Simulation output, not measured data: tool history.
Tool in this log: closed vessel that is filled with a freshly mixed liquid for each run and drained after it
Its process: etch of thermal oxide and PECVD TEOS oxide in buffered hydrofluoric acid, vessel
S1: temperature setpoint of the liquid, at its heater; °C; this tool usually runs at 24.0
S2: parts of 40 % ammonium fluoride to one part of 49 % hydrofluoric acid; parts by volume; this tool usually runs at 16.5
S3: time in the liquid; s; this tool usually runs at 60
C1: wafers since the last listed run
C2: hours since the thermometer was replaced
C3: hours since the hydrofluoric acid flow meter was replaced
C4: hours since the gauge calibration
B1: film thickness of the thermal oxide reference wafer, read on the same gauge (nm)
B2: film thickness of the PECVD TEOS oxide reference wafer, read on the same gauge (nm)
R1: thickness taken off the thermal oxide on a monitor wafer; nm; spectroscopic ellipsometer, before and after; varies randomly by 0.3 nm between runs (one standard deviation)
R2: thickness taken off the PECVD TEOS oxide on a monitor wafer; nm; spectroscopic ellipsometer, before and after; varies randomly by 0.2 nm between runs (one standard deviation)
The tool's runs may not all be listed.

{"run": 1, "hour": 0.0, "S1": 24.0, "S2": 16.5, "S3": 60, "C1": 0, "C2": 2510.6, "C3": 220.0, "C4": 326.2, "B1": 139.98, "B2": 60.01, "R1": 47.78, "R2": 56.29}
{"run": 2, "hour": 67.5, "S1": 24.0, "S2": 16.5, "S3": 60, "C1": 4890, "C2": 2578.1, "C3": 287.5, "C4": 393.7, "B1": 139.99, "B2": 60.0, "R1": 48.13, "R2": 56.72}
{"run": 3, "hour": 93.8, "S1": 28.0, "S2": 16.5, "S3": 80, "C1": 1905, "C2": 2604.4, "C3": 313.8, "C4": 420.0, "B1": 140.02, "B2": 60.0, "R1": 80.25, "R2": 93.55}
{"run": 4, "hour": 120.6, "S1": 28.0, "S2": 16.5, "S3": 80, "C1": 1941, "C2": 2631.2, "C3": 340.6, "C4": 446.8, "B1": 140.0, "B2": 60.05, "R1": 80.27, "R2": 94.74}
{"run": 5, "hour": 181.8, "S1": 22.5, "S2": 14.0, "S3": 60, "C1": 4434, "C2": 2692.4, "C3": 401.8, "C4": 508.0, "B1": 140.02, "B2": 59.98, "R1": 53.18, "R2": 62.35}
{"run": 6, "hour": 211.2, "S1": 24.0, "S2": 16.5, "S3": 60, "C1": 2130, "C2": 2721.8, "C3": 431.2, "C4": 537.4, "B1": 140.0, "B2": 59.99, "R1": 49.53, "R2": 57.98}
{"run": 7, "hour": 237.4, "S1": 24.0, "S2": 16.5, "S3": 60, "C1": 1898, "C2": 2748.0, "C3": 457.4, "C4": 563.6, "B1": 139.98, "B2": 59.98, "R1": 49.7, "R2": 58.05}
{"run": 8, "hour": 296.6, "S1": 24.0, "S2": 16.5, "S3": 60, "C1": 4289, "C2": 2807.2, "C3": 516.6, "C4": 622.8, "B1": 140.0, "B2": 60.02, "R1": 49.97, "R2": 58.58}
{"run": 9, "hour": 321.2, "S1": 24.0, "S2": 16.5, "S3": 60, "C1": 1782, "C2": 2831.8, "C3": 541.2, "C4": 647.4, "B1": 139.99, "B2": 60.05, "R1": 50.5, "R2": 58.35}
{"run": 10, "hour": 366.1, "S1": 24.0, "S2": 16.5, "S3": 60, "C1": 3253, "C2": 2876.7, "C3": 586.1, "C4": 692.3, "B1": 139.99, "B2": 60.01, "R1": 50.88, "R2": 59.15}
{"run": 11, "hour": 411.6, "S1": 24.0, "S2": 23.0, "S3": 60, "C1": 3296, "C2": 2922.2, "C3": 631.6, "C4": 737.8, "B1": 139.97, "B2": 59.96, "R1": 36.93, "R2": 43.56}
{"run": 12, "hour": 453.4, "S1": 27.0, "S2": 19.0, "S3": 60, "C1": 3028, "C2": 2964.0, "C3": 673.4, "C4": 779.6, "B1": 140.02, "B2": 60.0, "R1": 52.45, "R2": 61.27}
{"hour": 509.8, "done": "thermometer replaced"}
{"run": 13, "hour": 516.3, "S1": 24.0, "S2": 20.0, "S3": 90, "C1": 4484, "C2": 6.5, "C3": 736.3, "C4": 842.5, "B1": 140.02, "B2": 60.0, "R1": 56.58, "R2": 65.23}
{"hour": 536.4, "done": "gauge calibrated"}
{"run": 14, "hour": 587.3, "S1": 24.0, "S2": 16.5, "S3": 60, "C1": 5144, "C2": 77.5, "C3": 807.3, "C4": 50.9, "B1": 140.0, "B2": 59.96, "R1": 45.63, "R2": 53.19}
{"hour": 637.1, "done": "hydrofluoric acid flow meter replaced"}
{"run": 15, "hour": 655.6, "S1": 24.0, "S2": 16.5, "S3": 60, "C1": 4876, "C2": 145.8, "C3": 18.5, "C4": 119.2, "B1": 139.98, "B2": 60.0, "R1": 42.21, "R2": 48.95}
{"run": 16, "hour": 683.3, "S1": 22.0, "S2": 16.5, "S3": 50, "C1": 2006, "C2": 173.5, "C3": 46.2, "C4": 146.9, "B1": 140.02, "B2": 60.0, "R1": 31.43, "R2": 36.61}
{"run": 17, "hour": 751.7, "S1": 24.0, "S2": 20.5, "S3": 90, "C1": 4955, "C2": 241.9, "C3": 114.6, "C4": 215.3, "B1": 140.01, "B2": 59.99, "R1": 52.49, "R2": 60.05}
{"run": 18, "hour": 819.0, "S1": 24.0, "S2": 16.5, "S3": 30, "C1": 4876, "C2": 309.2, "C3": 181.9, "C4": 282.6, "B1": 140.0, "B2": 60.06, "R1": 21.54, "R2": 25.12}

Below, each run's measurement less what the same run would have read without the hidden state. Both values contain the same run-to-run variation, but the gauge's scatter may not be the same in both:
Hidden state at play: liquid hotter than its thermometer reads (K); hydrofluoric acid flow above the setpoint (%); gauge reads high (%).
run=1 R1=+7.37 R2=+8.68
run=2 R1=+7.83 R2=+9.22
run=3 R1=+13.10 R2=+15.27
run=4 R1=+13.35 R2=+15.76
run=5 R1=+9.45 R2=+11.07
run=6 R1=+8.91 R2=+10.43
run=7 R1=+9.11 R2=+10.64
run=8 R1=+9.50 R2=+11.14
run=9 R1=+9.75 R2=+11.25
run=10 R1=+10.08 R2=+11.71
run=11 R1=+6.81 R2=+8.04
run=12 R1=+10.80 R2=+12.62
run=13 R1=+6.01 R2=+6.93
run=14 R1=+5.26 R2=+6.14
run=15 R1=+1.36 R2=+1.58
run=16 R1=+1.15 R2=+1.33
run=17 R1=+2.20 R2=+2.52
run=18 R1=+1.20 R2=+1.41

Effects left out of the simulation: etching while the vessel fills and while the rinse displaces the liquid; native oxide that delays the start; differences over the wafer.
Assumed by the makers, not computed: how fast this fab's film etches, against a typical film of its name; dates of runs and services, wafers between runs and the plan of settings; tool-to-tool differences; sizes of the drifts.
